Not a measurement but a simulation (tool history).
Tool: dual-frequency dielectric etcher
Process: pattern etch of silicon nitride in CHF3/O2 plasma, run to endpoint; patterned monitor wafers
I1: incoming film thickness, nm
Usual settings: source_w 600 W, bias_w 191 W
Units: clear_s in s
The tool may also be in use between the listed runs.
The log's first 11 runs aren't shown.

Run 12, hour 536.3: usual settings; I1 59. Result: clear_s 36.9 s.
Run 13, hour 585.9: usual settings; I1 58. Result: clear_s 35.9 s.
Run 14, hour 623.9: usual settings; I1 58.7. Result: clear_s 36.3 s.
At hour 650.7: upper electrode replaced.
Run 15, hour 667.8: usual settings; I1 58.3. Result: clear_s 35.9 s.
At hour 683.1: source power generator calibrated.
Run 16, hour 713.9: usual settings; I1 58.5. Result: clear_s 36 s.
At hour 719.6: bias power generator calibrated.
Run 17, hour 774.3: usual settings; I1 58.8. Result: clear_s 35.8 s.
Run 18, hour 821.7: usual settings; I1 58.4. Result: clear_s 35.6 s.
Run 19, hour 873.2: usual settings but source_w 690 W; I1 58.1. Result: clear_s 34.5 s.
At hour 901.5: wet clean of the chamber.
Run 20, hour 908.3: usual settings; I1 57.9. Result: clear_s 36.6 s.
Run 21, hour 945.4: usual settings but source_w 490 W; I1 58.4. Result: clear_s 38.2 s.
Run 22, hour 995.8: usual settings; I1 58.3. Result: clear_s 36.4 s.
Run 23, hour 1067.3: usual settings but source_w 710 W, bias_w 148 W; I1 58.9. Result: clear_s 37.4 s.
Run 24, hour 1114.5: usual settings but source_w 720 W, bias_w 174 W; I1 58.7. Result: clear_s 35.6 s.
Run 25, hour 1160.4: usual settings; I1 58.5. Result: clear_s 36.1 s.
Run 26, hour 1204.2: usual settings but bias_w 150 W; I1 58.5. Result: clear_s 37.7 s.
Run 27, hour 1269.1: usual settings; I1 58.9. Result: clear_s 36.1 s.
Run 28, hour 1328.8: usual settings but source_w 660 W, bias_w 219 W; I1 58.6. Result: clear_s 34.1 s.
At hour 1363.5: wet clean of the chamber.
Run 29, hour 1364: usual settings but source_w 520 W, bias_w 211 W; I1 58.6. Result: clear_s 36.9 s.
Run 30, hour 1406.4: usual settings but source_w 680 W, bias_w 152 W; I1 58.3. Result: clear_s 37 s.
Run 31, hour 1444.8: usual settings but source_w 670 W, bias_w 156 W; I1 58.2. Result: clear_s 37 s.
Run 32, hour 1516.3: usual settings but source_w 510 W, bias_w 162 W; I1 58.6. Result: clear_s 38.7 s.
Run 33, hour 1541.3: usual settings but bias_w 232 W; I1 58.3. Result: clear_s 34.7 s.
Run 34, hour 1587.8: usual settings but source_w 650 W, bias_w 143 W; I1 58.1. Result: clear_s 37.1 s.
Run 35, hour 1651.1: usual settings; I1 58.6. Result: clear_s 36 s.
Run 36, hour 1698.5: usual settings but source_w 720 W, bias_w 172 W; I1 58.2. Result: clear_s 34.9 s.

3 ways to go on from here, each from the tool as it stands after run 36. What would each give?
Run A, hour 1698.9: usual settings but source_w 750 W; I1 58.4. Result: clear_s ?.
Run B, hour 1698.9: usual settings but source_w 450 W, bias_w 207 W; I1 58.4. Result: clear_s ?.
Run C, hour 1698.9: usual settings but source_w 560 W, bias_w 217 W; I1 58.4. Result: clear_s ?.

run  clear_s
  A       34
  B     36.9
  C     35.1
Without the tool's hidden state the same runs would have given:
run  clear_s
  A       35
  B       38
  C     36.1
